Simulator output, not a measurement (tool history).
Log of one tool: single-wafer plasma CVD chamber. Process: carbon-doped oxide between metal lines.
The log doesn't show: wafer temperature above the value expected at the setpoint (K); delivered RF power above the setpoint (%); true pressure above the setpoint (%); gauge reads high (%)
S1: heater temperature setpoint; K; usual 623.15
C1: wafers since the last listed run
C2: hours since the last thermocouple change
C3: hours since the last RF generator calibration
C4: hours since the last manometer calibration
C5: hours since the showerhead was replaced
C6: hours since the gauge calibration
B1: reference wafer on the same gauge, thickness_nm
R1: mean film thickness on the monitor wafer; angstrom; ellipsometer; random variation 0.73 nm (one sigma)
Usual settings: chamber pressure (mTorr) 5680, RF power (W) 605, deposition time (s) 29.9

Run 1, hour 0: usual settings; C1 0; C2 959.7; C3 1826.7; C4 1440.2; C5 8148.6; C6 338; B1 185.076. Result: R1 1742.99 angstrom.
Run 2, hour 34.2: usual settings; C1 642; C2 993.9; C3 1860.9; C4 1474.4; C5 8182.8; C6 372.2; B1 185.01. Result: R1 1744.38 angstrom.
Run 3, hour 46.6: usual settings; C1 233; C2 1006.3; C3 1873.3; C4 1486.8; C5 8195.2; C6 384.6; B1 185.129. Result: R1 1748.72 angstrom.
At hour 68.2: thermocouple changed; heater temperature recalibrated.
At hour 70.9: RF generator calibrated.
Run 4, hour 71.4: usual settings but RF power (W) 570, deposition time (s) 31.6; C1 264; C2 3.2; C3 0.5; C4 1511.6; C5 8220; C6 409.4; B1 184.858. Result: R1 1860.49 angstrom.
Run 5, hour 106.3: usual settings but RF power (W) 570, deposition time (s) 31.6; C1 656; C2 38.1; C3 35.4; C4 1546.5; C5 8254.9; C6 444.3; B1 184.874. Result: R1 1859.92 angstrom.
Run 6, hour 125.6: usual settings but S1 628.15 K; C1 362; C2 57.4; C3 54.7; C4 1565.8; C5 8274.2; C6 463.6; B1 184.869. Result: R1 1792.48 angstrom.
Run 7, hour 150.7: usual settings but S1 628.15 K; C1 471; C2 82.5; C3 79.8; C4 1590.9; C5 8299.3; C6 488.7; B1 185.121. Result: R1 1796.36 angstrom.
At hour 151: gauge calibrated.
Run 8, hour 170.7: usual settings but S1 628.15 K; C1 375; C2 102.5; C3 99.8; C4 1610.9; C5 8319.3; C6 19.7; B1 184.795. Result: R1 1778.3 angstrom.
Run 9, hour 200.4: usual settings; C1 558; C2 132.2; C3 129.5; C4 1640.6; C5 8349; C6 49.4; B1 185.094. Result: R1 1811.2 angstrom.
Run 10, hour 217.7: usual settings but deposition time (s) 34.5; C1 325; C2 149.5; C3 146.8; C4 1657.9; C5 8366.3; C6 66.7; B1 185.023. Result: R1 2062.91 angstrom.
Run 11, hour 230.4: usual settings but chamber pressure (mTorr) 5060, RF power (W) 700; C1 238; C2 162.2; C3 159.5; C4 1670.6; C5 8379; C6 79.4; B1 184.984. Result: R1 1916.74 angstrom.
Run 12, hour 242.5: usual settings; C1 227; C2 174.3; C3 171.6; C4 1682.7; C5 8391.1; C6 91.5; B1 184.966. Result: R1 1784.72 angstrom.
Run 13, hour 271.8: usual settings but chamber pressure (mTorr) 5040, RF power (W) 650; C1 550; C2 203.6; C3 200.9; C4 1712; C5 8420.4; C6 120.8; B1 185.336. Result: R1 1841.42 angstrom.
At hour 292.2: showerhead replaced.
Run 14, hour 297.9: usual settings but deposition time (s) 25.5; C1 340; C2 229.7; C3 227; C4 1738.1; C5 5.7; C6 146.9; B1 184.936. Result: R1 1534.36 angstrom.
At hour 323.9: capacitance manometer re-zeroed and calibrated.
Run 15, hour 329.8: usual settings; C1 449; C2 261.6; C3 258.9; C4 5.9; C5 37.6; C6 178.8; B1 185.027. Result: R1 1797.87 angstrom.
Run 16, hour 356.1: usual settings but S1 628.15 K; C1 494; C2 287.9; C3 285.2; C4 32.2; C5 63.9; C6 205.1; B1 185.174. Result: R1 1762.65 angstrom.
Run 17, hour 369.7: usual settings but RF power (W) 545; C1 255; C2 301.5; C3 298.8; C4 45.8; C5 77.5; C6 218.7; B1 185.046. Result: R1 1686.19 angstrom.
Run 18, hour 385.3: usual settings but RF power (W) 565, deposition time (s) 32; C1 293; C2 317.1; C3 314.4; C4 61.4; C5 93.1; C6 234.3; B1 185.208. Result: R1 1832.59 angstrom.
Run 19, hour 418.3: usual settings but RF power (W) 680, deposition time (s) 33.1; C1 620; C2 350.1; C3 347.4; C4 94.4; C5 126.1; C6 267.3; B1 185.071. Result: R1 2088.53 angstrom.
Run 20, hour 438.1: usual settings but chamber pressure (mTorr) 6420; C1 372; C2 369.9; C3 367.2; C4 114.2; C5 145.9; C6 287.1; B1 185.12. Result: R1 1807.67 angstrom.
Run 21, hour 452.2: usual settings but S1 609.15 K; C1 265; C2 384; C3 381.3; C4 128.3; C5 160; C6 301.2; B1 185.334. Result: R1 1864.82 angstrom.
Run 22, hour 482.2: usual settings but deposition time (s) 34.5; C1 563; C2 414; C3 411.3; C4 158.3; C5 190; C6 331.2; B1 185.35. Result: R1 2055.48 angstrom.
Run 23, hour 518.2: usual settings but RF power (W) 560, deposition time (s) 25.8; C1 676; C2 450; C3 447.3; C4 194.3; C5 226; C6 367.2; B1 184.829. Result: R1 1480.83 angstrom.
Run 24, hour 537.9: usual settings but S1 628.15 K; C1 370; C2 469.7; C3 467; C4 214; C5 245.7; C6 386.9; B1 185.205. Result: R1 1751.45 angstrom.
Run 25, hour 570.7: usual settings; C1 616; C2 502.5; C3 499.8; C4 246.8; C5 278.5; C6 419.7; B1 184.804. Result: R1 1779 angstrom.
Run 26, hour 597.9: usual settings but S1 616.15 K, RF power (W) 710, deposition time (s) 28.3; C1 511; C2 529.7; C3 527; C4 274; C5 305.7; C6 446.9; B1 185.318. Result: R1 1873.95 angstrom.
At hour 602.8: gauge calibrated.
Run 27, hour 623.4: usual settings but deposition time (s) 35; C1 479; C2 555.2; C3 552.5; C4 299.5; C5 331.2; C6 20.6; B1 184.968. Result: R1 2075.4 angstrom.
Run 28, hour 655: usual settings; C1 594; C2 586.8; C3 584.1; C4 331.1; C5 362.8; C6 52.2; B1 184.987. Result: R1 1774.54 angstrom.

Forecast each of these 4 alternatives for the next run:
Run A, hour 655.4: usual settings but chamber pressure (mTorr) 6510; C1 7; C2 587.2; C3 584.5; C4 331.5; C5 363.2; C6 52.6; B1 ?. Result: R1 ?.
Run B, hour 655.4: usual settings but S1 614.15 K, chamber pressure (mTorr) 5260; C1 7; C2 587.2; C3 584.5; C4 331.5; C5 363.2; C6 52.6; B1 ?. Result: R1 ?.
Run C, hour 655.4: usual settings but S1 633.15 K, RF power (W) 485, deposition time (s) 28; C1 7; C2 587.2; C3 584.5; C4 331.5; C5 363.2; C6 52.6; B1 ?. Result: R1 ?.
Run D, hour 655.4: usual settings but S1 636.15 K, chamber pressure (mTorr) 4730, RF power (W) 645, deposition time (s) 32.7; C1 7; C2 587.2; C3 584.5; C4 331.5; C5 363.2; C6 52.6; B1 ?. Result: R1 ?.

run       B1       R1
  A  184.958  1815.01
  B  184.958  1815.53
  C  184.958  1444.73
  D  184.958   1901.3
Without the tool's hidden state the same runs would have given:
run       R1
  A  1874.52
  B  1875.05
  C   1494.4
  D  1963.63

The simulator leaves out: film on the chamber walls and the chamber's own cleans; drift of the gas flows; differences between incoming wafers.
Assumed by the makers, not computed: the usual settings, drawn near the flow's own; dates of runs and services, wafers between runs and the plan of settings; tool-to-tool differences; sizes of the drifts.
